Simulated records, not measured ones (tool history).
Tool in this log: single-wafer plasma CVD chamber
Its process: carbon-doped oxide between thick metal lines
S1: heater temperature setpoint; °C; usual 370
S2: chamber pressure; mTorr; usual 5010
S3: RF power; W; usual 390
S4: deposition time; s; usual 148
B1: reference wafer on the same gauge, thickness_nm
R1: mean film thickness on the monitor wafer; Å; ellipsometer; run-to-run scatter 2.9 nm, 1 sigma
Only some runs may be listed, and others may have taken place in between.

run    hour   S1    S2   S3   S4       B1       R1
  1       0  370  5010  340  148    561.3   4718.9
         27  -- thermocouple changed; heater temperature recalibrated
  2    34.9  370  5010  390  148  562.365  5263.43
  3    61.7  370  5010  390  148  561.507   5230.5
  4   129.6  370  5010  390  148  561.182  5243.28
  5   179.2  370  5010  390  148  561.728  5246.91
  6   209.1  370  5010  390  148  562.166  5253.82
  7   252.2  370  5010  390  148  562.964  5201.82
  8     420  370  5010  390  148   562.17  5217.84
  9   475.9  370  5010  390  174  562.658   6095.5
 10   544.5  376  5790  390  138  562.352   4855.1
 11     612  370  4030  330  128  562.952  3795.68
 12     682  370  5010  390  172  561.961  5998.65
 13   723.4  381  5010  390  148   560.36  5086.54
      773.2  -- capacitance manometer re-zeroed and calibrated
 14     792  370  5620  420  176  562.767  6515.85
        829  -- gauge calibrated
 15   853.9  384  5930  390  169   561.94  5822.55
 16   917.2  370  5010  450  148  562.258  5709.26
 17   954.9  370  5010  390  171  562.572   5901.6
     1007.6  -- showerhead replaced
 18  1143.9  380  5010  390  172  561.829  5790.37
     1174.4  -- RF generator calibrated
 19  1212.4  370  5010  390  148  561.764  5342.45
     1261.2  -- thermocouple changed; heater temperature recalibrated
 20  1273.5  357  5990  360  148  561.224  5331.33
 21  1297.9  370  6140  390  148  561.696  5471.45
 22    1326  370  6200  390  158   561.15  5850.08
 23  1384.4  378  5480  365  171  561.635  5815.65
 24  1450.6  370  5010  390  148  563.007   5316.1
 25  1500.8  370  5010  390  148  562.295   5338.6
 26  1569.9  370  5010  390  148  562.302  5320.72
 27  1622.3  378  6150  325  125   562.63  3911.76
 28  1685.4  370  5010  415  148  563.106  5592.75
 29    1738  370  5010  390  148  561.775   5303.8

Exercise: give the hidden state of the tool at every run:
wafer temperature above the value expected at the setpoint (K): 0 on each run
true pressure above the setpoint (%): 0 on each run
gauge reads high (%): 0 on each run
H1: delivered RF power above the setpoint (%)
run      H1
  1    -2.3
  2   -2.38
  3   -2.45
  4   -2.63
  5   -2.77
  6   -2.86
  7   -2.99
  8   -3.53
  9   -3.72
 10   -3.97
 11   -4.23
 12    -4.5
 13   -4.67
 14   -4.96
 15   -5.23
 16   -5.52
 17   -5.69
 18   -6.62
 19  -0.253
 20  -0.263
 21   -0.27
 22  -0.279
 23  -0.303
 24  -0.341
 25  -0.377
 26  -0.435
 27  -0.487
 28  -0.558
 29  -0.624

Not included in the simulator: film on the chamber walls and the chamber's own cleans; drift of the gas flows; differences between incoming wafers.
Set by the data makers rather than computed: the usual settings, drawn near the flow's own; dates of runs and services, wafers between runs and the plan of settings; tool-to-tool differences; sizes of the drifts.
